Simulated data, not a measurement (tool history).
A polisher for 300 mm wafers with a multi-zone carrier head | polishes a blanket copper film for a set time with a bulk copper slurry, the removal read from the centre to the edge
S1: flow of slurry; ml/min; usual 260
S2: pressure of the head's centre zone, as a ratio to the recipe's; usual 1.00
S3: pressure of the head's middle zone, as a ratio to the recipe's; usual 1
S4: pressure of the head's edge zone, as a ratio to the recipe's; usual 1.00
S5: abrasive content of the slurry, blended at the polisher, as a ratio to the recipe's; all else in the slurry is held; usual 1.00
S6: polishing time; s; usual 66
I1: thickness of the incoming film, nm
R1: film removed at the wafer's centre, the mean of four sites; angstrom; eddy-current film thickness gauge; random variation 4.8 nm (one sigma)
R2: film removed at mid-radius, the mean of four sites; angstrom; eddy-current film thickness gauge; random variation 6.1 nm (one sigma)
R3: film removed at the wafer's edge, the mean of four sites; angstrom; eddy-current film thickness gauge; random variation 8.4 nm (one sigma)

{"run": 1, "day": 0.0, "S1": 260, "S2": 1.0, "S3": 1, "S4": 1.0, "S5": 1.0, "S6": 66, "I1": 3678.3, "R1": 6450, "R2": 5819, "R3": 5921}
{"run": 2, "day": 1.033, "S1": 260, "S2": 1.0, "S3": 1, "S4": 1.0, "S5": 1.0, "S6": 66, "I1": 3628.2, "R1": 6438, "R2": 5893, "R3": 6004}
{"day": 1.679, "done": "worn pad replaced by a new one"}
{"run": 3, "day": 1.829, "S1": 260, "S2": 1.0, "S3": 1, "S4": 1.0, "S5": 1.0, "S6": 66, "I1": 3669.9, "R1": 6460, "R2": 5798, "R3": 5999}
{"run": 4, "day": 3.25, "S1": 260, "S2": 1.0, "S3": 1, "S4": 1.0, "S5": 1.0, "S6": 66, "I1": 3593.7, "R1": 6400, "R2": 5917, "R3": 6003}
{"run": 5, "day": 4.688, "S1": 260, "S2": 1.0, "S3": 1, "S4": 1.0, "S5": 1.0, "S6": 66, "I1": 3641.0, "R1": 6436, "R2": 5972, "R3": 5994}
{"day": 7.092, "done": "slurry nozzle cleaned"}
{"day": 7.246, "done": "worn pad replaced by a new one"}
{"run": 6, "day": 7.912, "S1": 260, "S2": 1.0, "S3": 1, "S4": 1.09, "S5": 1.0, "S6": 66, "I1": 3667.7, "R1": 6489, "R2": 5929, "R3": 6306}
{"run": 7, "day": 8.858, "S1": 260, "S2": 1.0, "S3": 1, "S4": 1.09, "S5": 1.0, "S6": 66, "I1": 3620.6, "R1": 6400, "R2": 5760, "R3": 6068}
{"run": 8, "day": 9.775, "S1": 260, "S2": 1.0, "S3": 1, "S4": 1.09, "S5": 1.0, "S6": 66, "I1": 3677.6, "R1": 6433, "R2": 5801, "R3": 6138}
{"day": 12.521, "done": "centre zone pressure recalibrated"}
{"day": 13.254, "done": "worn pad replaced by a new one"}
{"day": 13.5, "done": "carrier head's membrane replaced by a new one"}
{"run": 9, "day": 14.258, "S1": 260, "S2": 1.0, "S3": 1, "S4": 1.0, "S5": 1.0, "S6": 66, "I1": 3701.1, "R1": 5992, "R2": 6009, "R3": 5886}
{"run": 10, "day": 15.242, "S1": 285, "S2": 1.0, "S3": 1, "S4": 1.0, "S5": 1.0, "S6": 66, "I1": 3667.1, "R1": 6096, "R2": 5875, "R3": 5876}
{"run": 11, "day": 16.029, "S1": 260, "S2": 1.0, "S3": 1, "S4": 1.0, "S5": 1.0, "S6": 66, "I1": 3716.4, "R1": 6081, "R2": 5828, "R3": 5897}
{"run": 12, "day": 16.929, "S1": 260, "S2": 1.07, "S3": 1, "S4": 1.09, "S5": 1.25, "S6": 66, "I1": 3659.7, "R1": 6569, "R2": 6072, "R3": 6383}
{"day": 17.1, "done": "edge zone pressure recalibrated"}
{"run": 13, "day": 17.438, "S1": 260, "S2": 1.0, "S3": 1, "S4": 1.0, "S5": 1.0, "S6": 66, "I1": 3695.1, "R1": 6101, "R2": 5911, "R3": 6002}
{"run": 14, "day": 18.646, "S1": 260, "S2": 0.89, "S3": 1, "S4": 1.05, "S5": 1.2, "S6": 48, "I1": 3712.5, "R1": 4183, "R2": 4422, "R3": 4699}
{"day": 19.292, "done": "worn pad replaced by a new one"}
{"run": 15, "day": 19.642, "S1": 260, "S2": 1.0, "S3": 1, "S4": 1.0, "S5": 1.0, "S6": 47, "I1": 3678.4, "R1": 4342, "R2": 4255, "R3": 4287}
{"run": 16, "day": 20.658, "S1": 260, "S2": 1.05, "S3": 1, "S4": 1.0, "S5": 0.9, "S6": 66, "I1": 3668.1, "R1": 6345, "R2": 5889, "R3": 5857}
{"run": 17, "day": 21.529, "S1": 345, "S2": 0.91, "S3": 1, "S4": 1.0, "S5": 1.0, "S6": 66, "I1": 3695.0, "R1": 5796, "R2": 6080, "R3": 6036}
{"run": 18, "day": 22.112, "S1": 260, "S2": 1.0, "S3": 1, "S4": 1.0, "S5": 0.8, "S6": 73, "I1": 3609.2, "R1": 6674, "R2": 6298, "R3": 6319}

Forecast each of these 3 alternatives for the next run:
{"run": "A", "day": 22.129, "S1": 260, "S2": 1.0, "S3": 1, "S4": 1.0, "S5": 1.0, "S6": 66, "I1": 3664.7, "R1": "?", "R2": "?", "R3": "?"}
{"run": "B", "day": 22.129, "S1": 260, "S2": 0.94, "S3": 1, "S4": 1.0, "S5": 1.1, "S6": 66, "I1": 3664.7, "R1": "?", "R2": "?", "R3": "?"}
{"run": "C", "day": 22.129, "S1": 260, "S2": 1.0, "S3": 1, "S4": 0.9, "S5": 0.75, "S6": 55, "I1": 3664.7, "R1": "?", "R2": "?", "R3": "?"}

run=A R1=6238 R2=5980 R3=6072
run=B R1=6006 R2=6062 R3=6153
run=C R1=5011 R2=4805 R3=4657
Without the tool's hidden state the same runs would have given:
run=A R1=5894 R2=5982 R3=6072
run=B R1=5673 R2=6063 R3=6153
run=C R1=4734 R2=4806 R3=4657
